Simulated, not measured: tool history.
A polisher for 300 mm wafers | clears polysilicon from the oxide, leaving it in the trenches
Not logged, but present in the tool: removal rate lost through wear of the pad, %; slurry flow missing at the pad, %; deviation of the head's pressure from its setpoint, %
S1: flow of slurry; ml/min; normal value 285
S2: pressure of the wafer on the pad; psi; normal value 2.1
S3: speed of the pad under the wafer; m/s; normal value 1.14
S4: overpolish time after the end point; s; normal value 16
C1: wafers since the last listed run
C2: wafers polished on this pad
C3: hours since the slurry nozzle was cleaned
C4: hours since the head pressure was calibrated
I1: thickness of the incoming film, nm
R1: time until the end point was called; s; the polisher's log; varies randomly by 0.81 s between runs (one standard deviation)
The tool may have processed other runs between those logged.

{"run": 1, "day": 0.0, "S1": 310, "S2": 2.1, "S3": 1.14, "S4": 16, "C1": 0, "C2": 230, "C3": 257.6, "C4": 183.2, "I1": 681.5, "R1": 55.4}
{"run": 2, "day": 0.375, "S1": 310, "S2": 2.1, "S3": 1.14, "S4": 16, "C1": 82, "C2": 312, "C3": 266.6, "C4": 192.2, "I1": 680.1, "R1": 55.7}
{"run": 3, "day": 0.867, "S1": 285, "S2": 2.1, "S3": 1.14, "S4": 19, "C1": 108, "C2": 421, "C3": 278.4, "C4": 204.0, "I1": 686.1, "R1": 58.3}
{"run": 4, "day": 1.233, "S1": 285, "S2": 2.1, "S3": 1.14, "S4": 19, "C1": 80, "C2": 502, "C3": 287.2, "C4": 212.8, "I1": 699.2, "R1": 62.2}
{"day": 1.675, "done": "worn pad replaced by a new one"}
{"run": 5, "day": 1.883, "S1": 285, "S2": 2.1, "S3": 1.14, "S4": 16, "C1": 106, "C2": 46, "C3": 302.8, "C4": 228.4, "I1": 691.8, "R1": 54.6}
{"run": 6, "day": 2.3, "S1": 285, "S2": 2.1, "S3": 1.14, "S4": 16, "C1": 92, "C2": 138, "C3": 312.8, "C4": 238.4, "I1": 689.7, "R1": 55.9}
{"run": 7, "day": 2.608, "S1": 285, "S2": 2.1, "S3": 1.14, "S4": 16, "C1": 68, "C2": 206, "C3": 320.2, "C4": 245.8, "I1": 693.0, "R1": 56.7}
{"run": 8, "day": 2.896, "S1": 285, "S2": 2.1, "S3": 1.14, "S4": 16, "C1": 63, "C2": 269, "C3": 327.1, "C4": 252.7, "I1": 692.6, "R1": 55.9}
{"run": 9, "day": 3.488, "S1": 285, "S2": 2.1, "S3": 1.14, "S4": 16, "C1": 130, "C2": 400, "C3": 341.3, "C4": 266.9, "I1": 684.2, "R1": 57.8}
{"run": 10, "day": 3.825, "S1": 285, "S2": 2.1, "S3": 1.14, "S4": 16, "C1": 74, "C2": 474, "C3": 349.4, "C4": 275.0, "I1": 691.3, "R1": 60.4}
{"day": 4.675, "done": "worn pad replaced by a new one"}
{"run": 11, "day": 4.696, "S1": 320, "S2": 2.1, "S3": 1.14, "S4": 16, "C1": 155, "C2": 4, "C3": 370.3, "C4": 295.9, "I1": 695.1, "R1": 53.4}
{"run": 12, "day": 5.025, "S1": 320, "S2": 2.1, "S3": 1.14, "S4": 16, "C1": 72, "C2": 77, "C3": 378.2, "C4": 303.8, "I1": 683.2, "R1": 50.9}
{"run": 13, "day": 5.496, "S1": 285, "S2": 2.7, "S3": 1.14, "S4": 16, "C1": 103, "C2": 181, "C3": 389.5, "C4": 315.1, "I1": 685.1, "R1": 42.3}
{"run": 14, "day": 6.096, "S1": 285, "S2": 2.1, "S3": 1.14, "S4": 19, "C1": 132, "C2": 313, "C3": 403.9, "C4": 329.5, "I1": 683.0, "R1": 54.9}
{"run": 15, "day": 6.746, "S1": 285, "S2": 2.1, "S3": 1.14, "S4": 16, "C1": 143, "C2": 457, "C3": 419.5, "C4": 345.1, "I1": 691.7, "R1": 58.3}
{"day": 7.538, "done": "worn pad replaced by a new one"}
{"run": 16, "day": 7.558, "S1": 285, "S2": 2.1, "S3": 1.14, "S4": 24, "C1": 142, "C2": 4, "C3": 439.0, "C4": 364.6, "I1": 687.6, "R1": 54.7}
{"run": 17, "day": 7.938, "S1": 285, "S2": 2.1, "S3": 1.14, "S4": 10, "C1": 83, "C2": 88, "C3": 448.1, "C4": 373.7, "I1": 686.5, "R1": 52.8}
{"run": 18, "day": 8.346, "S1": 285, "S2": 2.1, "S3": 1.02, "S4": 21, "C1": 90, "C2": 178, "C3": 457.9, "C4": 383.5, "I1": 690.9, "R1": 59.4}
{"day": 8.617, "done": "head pressure recalibrated"}
{"day": 8.812, "done": "slurry nozzle cleaned"}
{"run": 19, "day": 8.879, "S1": 285, "S2": 2.1, "S3": 1.14, "S4": 16, "C1": 90, "C2": 268, "C3": 1.6, "C4": 6.3, "I1": 689.1, "R1": 58.8}
{"run": 20, "day": 9.338, "S1": 230, "S2": 2.6, "S3": 1.14, "S4": 8, "C1": 101, "C2": 369, "C3": 12.6, "C4": 17.3, "I1": 678.1, "R1": 47.7}
{"run": 21, "day": 9.621, "S1": 285, "S2": 2.1, "S3": 0.76, "S4": 16, "C1": 62, "C2": 432, "C3": 19.4, "C4": 24.1, "I1": 682.5, "R1": 91.4}
{"run": 22, "day": 10.05, "S1": 285, "S2": 2.1, "S3": 1.48, "S4": 16, "C1": 94, "C2": 527, "C3": 29.7, "C4": 34.4, "I1": 690.7, "R1": 48.1}
{"day": 10.446, "done": "worn pad replaced by a new one"}
{"run": 23, "day": 10.467, "S1": 285, "S2": 2.1, "S3": 0.96, "S4": 16, "C1": 55, "C2": 4, "C3": 39.7, "C4": 44.4, "I1": 694.2, "R1": 68.5}
{"run": 24, "day": 10.946, "S1": 350, "S2": 2.4, "S3": 1.14, "S4": 16, "C1": 105, "C2": 110, "C3": 51.2, "C4": 55.9, "I1": 687.7, "R1": 48.8}
{"run": 25, "day": 11.317, "S1": 285, "S2": 2.1, "S3": 0.78, "S4": 22, "C1": 81, "C2": 192, "C3": 60.1, "C4": 64.8, "I1": 702.2, "R1": 85.4}
{"run": 26, "day": 11.825, "S1": 245, "S2": 2.1, "S3": 1.42, "S4": 16, "C1": 112, "C2": 304, "C3": 72.3, "C4": 77.0, "I1": 690.3, "R1": 47.7}

Predict each of these 3 candidate next runs independently; none follows another, all start after run 26:
{"run": "A", "day": 11.846, "S1": 285, "S2": 1.8, "S3": 1.14, "S4": 16, "C1": 4, "C2": 308, "C3": 72.8, "C4": 77.5, "I1": 681.0, "R1": "?"}
{"run": "B", "day": 11.846, "S1": 315, "S2": 2.1, "S3": 1.14, "S4": 16, "C1": 4, "C2": 308, "C3": 72.8, "C4": 77.5, "I1": 681.0, "R1": "?"}
{"run": "C", "day": 11.846, "S1": 285, "S2": 2.8, "S3": 1.26, "S4": 20, "C1": 4, "C2": 308, "C3": 72.8, "C4": 77.5, "I1": 681.0, "R1": "?"}

run=A R1=65.4
run=B R1=55.7
run=C R1=38.0
What these runs would have given with no unlogged condition in the tool:
run=A R1=64.1
run=B R1=54.6
run=C R1=37.3
